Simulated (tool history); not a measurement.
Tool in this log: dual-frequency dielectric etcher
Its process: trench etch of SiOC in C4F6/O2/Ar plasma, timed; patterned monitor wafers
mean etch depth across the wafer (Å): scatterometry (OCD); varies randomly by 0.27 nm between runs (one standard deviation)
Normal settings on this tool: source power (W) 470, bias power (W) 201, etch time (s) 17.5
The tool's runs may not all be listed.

run,day,source power (W),bias power (W),etch time (s),"read-back reference wafer on the same gauge, depth_nm",mean etch depth across the wafer (Å)
1,0.000,470,201,17.5,45.33,406.3
2,0.771,420,201,17.5,45.37,381.0
3,1.362,420,201,17.5,45.36,380.0
4,2.167,470,201,17.5,45.41,402.1
5,2.971,470,174,15.5,45.51,348.8
6,4.179,430,201,17.5,45.34,383.1
7,5.638,470,201,17.5,45.46,396.7
8,6.575,510,232,17.5,45.43,425.5
9,7.671,470,201,17.5,45.38,400.9
10,8.992,540,171,20.0,45.38,467.5
11,10.350,470,201,17.5,45.34,396.0
12,11.692,360,226,14.0,45.47,285.4
13,13.938,400,221,12.5,45.34,264.3
14,15.267,510,175,21.5,45.29,488.9
15,16.188,470,162,17.5,45.42,379.1
# day 16.900: bias power generator calibrated
16,17.083,470,201,17.5,45.39,394.4
# day 18.246: wet clean of the chamber
17,18.512,370,182,15.0,45.43,304.5
18,19.571,470,201,17.5,45.32,405.0
19,20.479,530,240,21.0,45.37,536.6
20,21.142,470,159,13.5,45.42,302.8
21,22.454,360,201,20.0,45.44,409.1
22,23.121,470,201,14.5,45.33,332.9
23,24.392,540,188,17.5,45.57,420.8
24,25.333,500,183,20.0,45.45,462.5
25,26.550,470,201,17.5,45.35,403.3
26,27.488,380,229,13.5,45.47,287.2
27,28.033,470,187,13.5,45.45,300.3
28,29.446,550,184,13.0,45.31,310.7
29,30.292,580,240,17.5,45.30,457.0
30,31.242,470,201,17.5,45.35,393.5
31,31.971,470,201,17.5,45.38,405.2

Same runs, no hidden state in the tool, same run-to-run variation:
The tool's hidden condition here consists of: etch rate over this chamber's usual, %; source power that arrives over what is set, %; bias power that arrives over what is set, %; gauge reads high (%).
run,mean etch depth across the wafer (Å)
1,410.6
2,385.4
3,384.8
4,407.6
5,354.0
6,389.4
7,404.0
8,433.9
9,409.5
10,478.4
11,405.9
12,293.1
13,272.4
14,504.7
15,391.9
16,408.2
17,304.2
18,405.2
19,537.5
20,303.6
21,410.9
22,334.6
23,423.8
24,466.3
25,407.3
26,290.5
27,303.9
28,315.1
29,464.0
30,400.0
31,412.3

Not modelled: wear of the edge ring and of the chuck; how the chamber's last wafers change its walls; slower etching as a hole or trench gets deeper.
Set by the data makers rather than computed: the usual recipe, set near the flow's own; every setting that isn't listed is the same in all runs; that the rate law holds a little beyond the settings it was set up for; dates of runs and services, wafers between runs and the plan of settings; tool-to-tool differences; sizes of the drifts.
